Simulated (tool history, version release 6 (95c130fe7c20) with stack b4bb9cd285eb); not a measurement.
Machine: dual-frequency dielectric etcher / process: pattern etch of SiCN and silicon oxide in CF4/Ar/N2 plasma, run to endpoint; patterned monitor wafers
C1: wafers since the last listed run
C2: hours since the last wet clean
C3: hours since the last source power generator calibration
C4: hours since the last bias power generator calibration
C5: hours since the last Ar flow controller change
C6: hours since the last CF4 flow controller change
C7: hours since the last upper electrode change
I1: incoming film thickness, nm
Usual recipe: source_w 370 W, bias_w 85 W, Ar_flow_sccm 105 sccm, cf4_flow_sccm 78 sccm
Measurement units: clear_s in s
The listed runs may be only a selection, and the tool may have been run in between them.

{"run": 1, "hour": 0.0, "source_w": 370, "bias_w": 85, "Ar_flow_sccm": 105, "cf4_flow_sccm": 78, "C1": 0, "C2": 444.5, "C3": 1970.2, "C4": 1397.8, "C5": 2899.4, "C6": 1220.6, "C7": 2160.6, "I1": 10.64, "clear_s": 12.8}
{"run": 2, "hour": 12.3, "source_w": 370, "bias_w": 85, "Ar_flow_sccm": 105, "cf4_flow_sccm": 78, "C1": 152, "C2": 456.8, "C3": 1982.5, "C4": 1410.1, "C5": 2911.7, "C6": 1232.9, "C7": 2172.9, "I1": 10.6, "clear_s": 12.7}
{"run": 3, "hour": 119.4, "source_w": 370, "bias_w": 85, "Ar_flow_sccm": 105, "cf4_flow_sccm": 78, "C1": 1332, "C2": 563.9, "C3": 2089.6, "C4": 1517.2, "C5": 3018.8, "C6": 1340, "C7": 2280, "I1": 10.69, "clear_s": 12.6}
{"hour": 159.1, "done": "wet clean of the chamber"}
{"run": 4, "hour": 159.6, "source_w": 370, "bias_w": 85, "Ar_flow_sccm": 105, "cf4_flow_sccm": 78, "C1": 201, "C2": 0.5, "C3": 2129.8, "C4": 1557.4, "C5": 3059, "C6": 1380.2, "C7": 2320.2, "I1": 10.59, "clear_s": 13.3}
{"run": 5, "hour": 185.2, "source_w": 370, "bias_w": 85, "Ar_flow_sccm": 120, "cf4_flow_sccm": 78, "C1": 318, "C2": 26.1, "C3": 2155.4, "C4": 1583, "C5": 3084.6, "C6": 1405.8, "C7": 2345.8, "I1": 10.57, "clear_s": 13.5}
{"run": 6, "hour": 207.0, "source_w": 370, "bias_w": 85, "Ar_flow_sccm": 120, "cf4_flow_sccm": 78, "C1": 271, "C2": 47.9, "C3": 2177.2, "C4": 1604.8, "C5": 3106.4, "C6": 1427.6, "C7": 2367.6, "I1": 10.57, "clear_s": 13.5}
{"run": 7, "hour": 220.1, "source_w": 370, "bias_w": 85, "Ar_flow_sccm": 105, "cf4_flow_sccm": 78, "C1": 162, "C2": 61, "C3": 2190.3, "C4": 1617.9, "C5": 3119.5, "C6": 1440.7, "C7": 2380.7, "I1": 10.54, "clear_s": 13.2}
{"run": 8, "hour": 241.3, "source_w": 370, "bias_w": 85, "Ar_flow_sccm": 105, "cf4_flow_sccm": 78, "C1": 263, "C2": 82.2, "C3": 2211.5, "C4": 1639.1, "C5": 3140.7, "C6": 1461.9, "C7": 2401.9, "I1": 10.54, "clear_s": 12.8}
{"hour": 269.4, "done": "upper electrode replaced"}
{"run": 9, "hour": 276.0, "source_w": 370, "bias_w": 85, "Ar_flow_sccm": 105, "cf4_flow_sccm": 78, "C1": 133, "C2": 116.9, "C3": 2246.2, "C4": 1673.8, "C5": 3175.4, "C6": 1496.6, "C7": 6.6, "I1": 10.56, "clear_s": 13}
{"run": 10, "hour": 294.0, "source_w": 370, "bias_w": 85, "Ar_flow_sccm": 105, "cf4_flow_sccm": 78, "C1": 223, "C2": 134.9, "C3": 2264.2, "C4": 1691.8, "C5": 3193.4, "C6": 1514.6, "C7": 24.6, "I1": 10.67, "clear_s": 13.2}
{"run": 11, "hour": 319.0, "source_w": 370, "bias_w": 85, "Ar_flow_sccm": 88, "cf4_flow_sccm": 78, "C1": 310, "C2": 159.9, "C3": 2289.2, "C4": 1716.8, "C5": 3218.4, "C6": 1539.6, "C7": 49.6, "I1": 10.64, "clear_s": 12.7}
{"hour": 338.5, "done": "source power generator calibrated"}
{"run": 12, "hour": 350.3, "source_w": 370, "bias_w": 85, "Ar_flow_sccm": 105, "cf4_flow_sccm": 78, "C1": 339, "C2": 191.2, "C3": 11.8, "C4": 1748.1, "C5": 3249.7, "C6": 1570.9, "C7": 80.9, "I1": 10.62, "clear_s": 13}
{"run": 13, "hour": 375.1, "source_w": 430, "bias_w": 85, "Ar_flow_sccm": 105, "cf4_flow_sccm": 90, "C1": 308, "C2": 216, "C3": 36.6, "C4": 1772.9, "C5": 3274.5, "C6": 1595.7, "C7": 105.7, "I1": 10.63, "clear_s": 11.3}
{"hour": 391.0, "done": "Ar flow controller replaced"}
{"hour": 409.5, "done": "bias power generator calibrated"}
{"run": 14, "hour": 410.0, "source_w": 370, "bias_w": 85, "Ar_flow_sccm": 87, "cf4_flow_sccm": 59, "C1": 309, "C2": 250.9, "C3": 71.5, "C4": 0.5, "C5": 19, "C6": 1630.6, "C7": 140.6, "I1": 10.55, "clear_s": 12.9}
{"run": 15, "hour": 425.1, "source_w": 440, "bias_w": 92, "Ar_flow_sccm": 121, "cf4_flow_sccm": 78, "C1": 187, "C2": 266, "C3": 86.6, "C4": 15.6, "C5": 34.1, "C6": 1645.7, "C7": 155.7, "I1": 10.51, "clear_s": 11}
{"run": 16, "hour": 444.8, "source_w": 450, "bias_w": 103, "Ar_flow_sccm": 105, "cf4_flow_sccm": 89, "C1": 245, "C2": 285.7, "C3": 106.3, "C4": 35.3, "C5": 53.8, "C6": 1665.4, "C7": 175.4, "I1": 10.64, "clear_s": 10}
{"hour": 464.4, "done": "CF4 flow controller replaced"}
{"run": 17, "hour": 480.1, "source_w": 370, "bias_w": 85, "Ar_flow_sccm": 105, "cf4_flow_sccm": 78, "C1": 364, "C2": 321, "C3": 141.6, "C4": 70.6, "C5": 89.1, "C6": 15.7, "C7": 210.7, "I1": 10.64, "clear_s": 13.1}
{"run": 18, "hour": 498.9, "source_w": 370, "bias_w": 79, "Ar_flow_sccm": 105, "cf4_flow_sccm": 85, "C1": 233, "C2": 339.8, "C3": 160.4, "C4": 89.4, "C5": 107.9, "C6": 34.5, "C7": 229.5, "I1": 10.62, "clear_s": 13.1}
{"run": 19, "hour": 520.9, "source_w": 370, "bias_w": 105, "Ar_flow_sccm": 105, "cf4_flow_sccm": 78, "C1": 273, "C2": 361.8, "C3": 182.4, "C4": 111.4, "C5": 129.9, "C6": 56.5, "C7": 251.5, "I1": 10.59, "clear_s": 11.4}
{"run": 20, "hour": 547.9, "source_w": 370, "bias_w": 68, "Ar_flow_sccm": 95, "cf4_flow_sccm": 93, "C1": 335, "C2": 388.8, "C3": 209.4, "C4": 138.4, "C5": 156.9, "C6": 83.5, "C7": 278.5, "I1": 10.6, "clear_s": 13.5}
{"run": 21, "hour": 567.4, "source_w": 370, "bias_w": 85, "Ar_flow_sccm": 105, "cf4_flow_sccm": 78, "C1": 242, "C2": 408.3, "C3": 228.9, "C4": 157.9, "C5": 176.4, "C6": 103, "C7": 298, "I1": 10.65, "clear_s": 13}
{"run": 22, "hour": 601.9, "source_w": 370, "bias_w": 79, "Ar_flow_sccm": 105, "cf4_flow_sccm": 78, "C1": 429, "C2": 442.8, "C3": 263.4, "C4": 192.4, "C5": 210.9, "C6": 137.5, "C7": 332.5, "I1": 10.61, "clear_s": 13.2}
{"run": 23, "hour": 633.7, "source_w": 370, "bias_w": 106, "Ar_flow_sccm": 105, "cf4_flow_sccm": 95, "C1": 395, "C2": 474.6, "C3": 295.2, "C4": 224.2, "C5": 242.7, "C6": 169.3, "C7": 364.3, "I1": 10.7, "clear_s": 11.1}
{"run": 24, "hour": 659.8, "source_w": 370, "bias_w": 85, "Ar_flow_sccm": 105, "cf4_flow_sccm": 78, "C1": 324, "C2": 500.7, "C3": 321.3, "C4": 250.3, "C5": 268.8, "C6": 195.4, "C7": 390.4, "I1": 10.53, "clear_s": 12.8}

Consider 4 possible next runs. They are alternatives, not a sequence: every one starts from the tool as it was left by run 24. What does each give?
{"run": "A", "hour": 660.2, "source_w": 370, "bias_w": 85, "Ar_flow_sccm": 105, "cf4_flow_sccm": 78, "C1": 4, "C2": 501.1, "C3": 321.7, "C4": 250.7, "C5": 269.2, "C6": 195.8, "C7": 390.8, "I1": 10.64, "clear_s": "?"}
{"run": "B", "hour": 660.2, "source_w": 370, "bias_w": 91, "Ar_flow_sccm": 105, "cf4_flow_sccm": 78, "C1": 4, "C2": 501.1, "C3": 321.7, "C4": 250.7, "C5": 269.2, "C6": 195.8, "C7": 390.8, "I1": 10.64, "clear_s": "?"}
{"run": "C", "hour": 660.2, "source_w": 370, "bias_w": 85, "Ar_flow_sccm": 126, "cf4_flow_sccm": 63, "C1": 4, "C2": 501.1, "C3": 321.7, "C4": 250.7, "C5": 269.2, "C6": 195.8, "C7": 390.8, "I1": 10.64, "clear_s": "?"}
{"run": "D", "hour": 660.2, "source_w": 400, "bias_w": 85, "Ar_flow_sccm": 96, "cf4_flow_sccm": 90, "C1": 4, "C2": 501.1, "C3": 321.7, "C4": 250.7, "C5": 269.2, "C6": 195.8, "C7": 390.8, "I1": 10.64, "clear_s": "?"}

run=A clear_s=12.5
run=B clear_s=12.1
run=C clear_s=13.4
run=D clear_s=11.3
Without the tool's hidden state the same runs would have given:
run=A clear_s=13
run=B clear_s=12.5
run=C clear_s=14
run=D clear_s=11.8

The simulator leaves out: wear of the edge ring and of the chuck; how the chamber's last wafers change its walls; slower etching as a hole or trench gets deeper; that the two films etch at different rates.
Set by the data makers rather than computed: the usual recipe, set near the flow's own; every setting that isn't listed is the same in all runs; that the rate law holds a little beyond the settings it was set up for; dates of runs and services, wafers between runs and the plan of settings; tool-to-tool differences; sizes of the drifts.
